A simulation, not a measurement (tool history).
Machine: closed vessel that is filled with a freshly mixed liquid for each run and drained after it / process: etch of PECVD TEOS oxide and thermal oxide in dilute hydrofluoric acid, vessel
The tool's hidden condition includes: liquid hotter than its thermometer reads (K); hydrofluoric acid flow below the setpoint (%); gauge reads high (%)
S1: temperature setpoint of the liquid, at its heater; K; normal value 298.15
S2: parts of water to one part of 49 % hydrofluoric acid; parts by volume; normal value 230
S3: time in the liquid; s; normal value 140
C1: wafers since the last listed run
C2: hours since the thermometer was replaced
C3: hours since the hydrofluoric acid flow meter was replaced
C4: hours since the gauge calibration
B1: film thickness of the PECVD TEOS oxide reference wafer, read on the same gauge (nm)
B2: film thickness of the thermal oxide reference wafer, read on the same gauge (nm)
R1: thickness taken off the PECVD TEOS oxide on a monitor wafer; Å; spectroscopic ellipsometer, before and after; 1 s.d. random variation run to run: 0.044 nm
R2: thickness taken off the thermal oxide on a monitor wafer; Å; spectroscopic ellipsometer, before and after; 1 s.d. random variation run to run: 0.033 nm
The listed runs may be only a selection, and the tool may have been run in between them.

run	day	S1	S2	S3	C1	C2	C3	C4	B1	B2	R1	R2
1	0	302.15	230	140	0	648	1625.5	1549.5	140	69.997	112.4	32.42
2	2.071	295.15	230	140	6418	697.7	1675.2	1599.2	140.01	69.971	88.6	25.09
3	5.738	302.65	155	100	11363	785.7	1763.2	1687.2	140	69.982	133.9	37.53
4	8.796	298.15	230	140	9478	859.1	1836.6	1760.6	140	70.018	99.1	27.94
5	11.917	293.65	305	140	9672	934	1911.5	1835.5	139.99	70.017	58.4	16.79
6	15.317	298.15	230	140	10537	1015.6	1993.1	1917.1	140.01	70.038	98.5	27.91
7	19.142	293.65	230	140	11854	1107.4	2084.9	2008.9	140	69.991	83.6	24.13
8	20.988	298.15	230	140	5720	1151.7	2129.2	2053.2	139.98	70.02	98.5	28.6
9	23.079	298.15	230	140	6482	1201.9	2179.4	2103.4	139.99	70.013	98.8	27.73
10	25.625	301.15	160	115	7890	1263	2240.5	2164.5	140	70.007	141.8	40.2
11	28.646	298.15	230	140	9362	1335.5	2313	2237	139.99	69.992	99.4	28.54
# day 31.592: hydrofluoric acid flow meter replaced
12	34.542	298.15	315	115	18143	1477	70.8	2378.5	140	70.009	54.4	15.67
13	37.7	298.15	175	170	9788	1552.8	146.6	2454.3	139.98	69.987	167.2	48.37
14	39.254	294.15	195	210	4816	1590.1	183.9	2491.6	139.99	70.006	157.8	44.83
# day 39.321: gauge calibrated
15	42.525	302.15	180	180	10137	1668.6	262.4	76.9	139.99	69.992	199.7	57.13
16	45.704	295.65	150	170	9853	1744.9	338.7	153.2	140	70.048	182.8	51.98
17	49.571	298.15	270	140	11983	1837.7	431.5	246	139.99	70.007	82	23.27
18	51.392	298.15	230	100	5643	1881.4	475.2	289.7	140	69.974	70.9	20.38
19	55.762	298.15	295	140	13546	1986.3	580.1	394.6	140.02	69.979	72.7	20.59
20	59.996	300.65	135	140	13120	2087.9	681.7	496.2	140.02	70.005	208	60.24
21	64.304	295.15	230	190	13352	2191.3	785.1	599.6	140.02	69.974	120.6	34.63
22	74.642	298.15	230	165	32038	2439.4	1033.2	847.7	139.98	69.998	117.5	34.21
23	76.504	298.15	230	75	5772	2484.1	1077.9	892.4	140.01	70.014	53.7	15.35
24	78.646	299.65	340	70	6637	2535.5	1129.3	943.8	139.99	70.011	31.8	9.17
25	81.35	298.15	125	140	8380	2600.4	1194.2	1008.7	140	70.003	208.9	59.22
# day 82.408: thermometer replaced
26	83.712	298.15	230	140	7192	31.3	1250.9	1065.4	140	69.984	97.3	27.77

4 options for the next run, each taken on its own from the tool as it stands now. Forecast them:
A	83.742	298.15	230	140	90	32	1251.6	1066.1	?	?	?	?
B	83.742	298.15	230	85	90	32	1251.6	1066.1	?	?	?	?
C	83.742	298.15	300	140	90	32	1251.6	1066.1	?	?	?	?
D	83.742	298.15	315	105	90	32	1251.6	1066.1	?	?	?	?

run	B1	B2	R1	R2
A	140	69.993	97.7	27.75
B	140	69.993	59.3	16.85
C	140	69.993	69.7	19.79
D	140	69.993	49	13.93
Without the tool's unlogged condition, the same runs would have read:
run	R1	R2
A	97.3	27.63
B	59.1	16.77
C	69.4	19.71
D	48.8	13.87
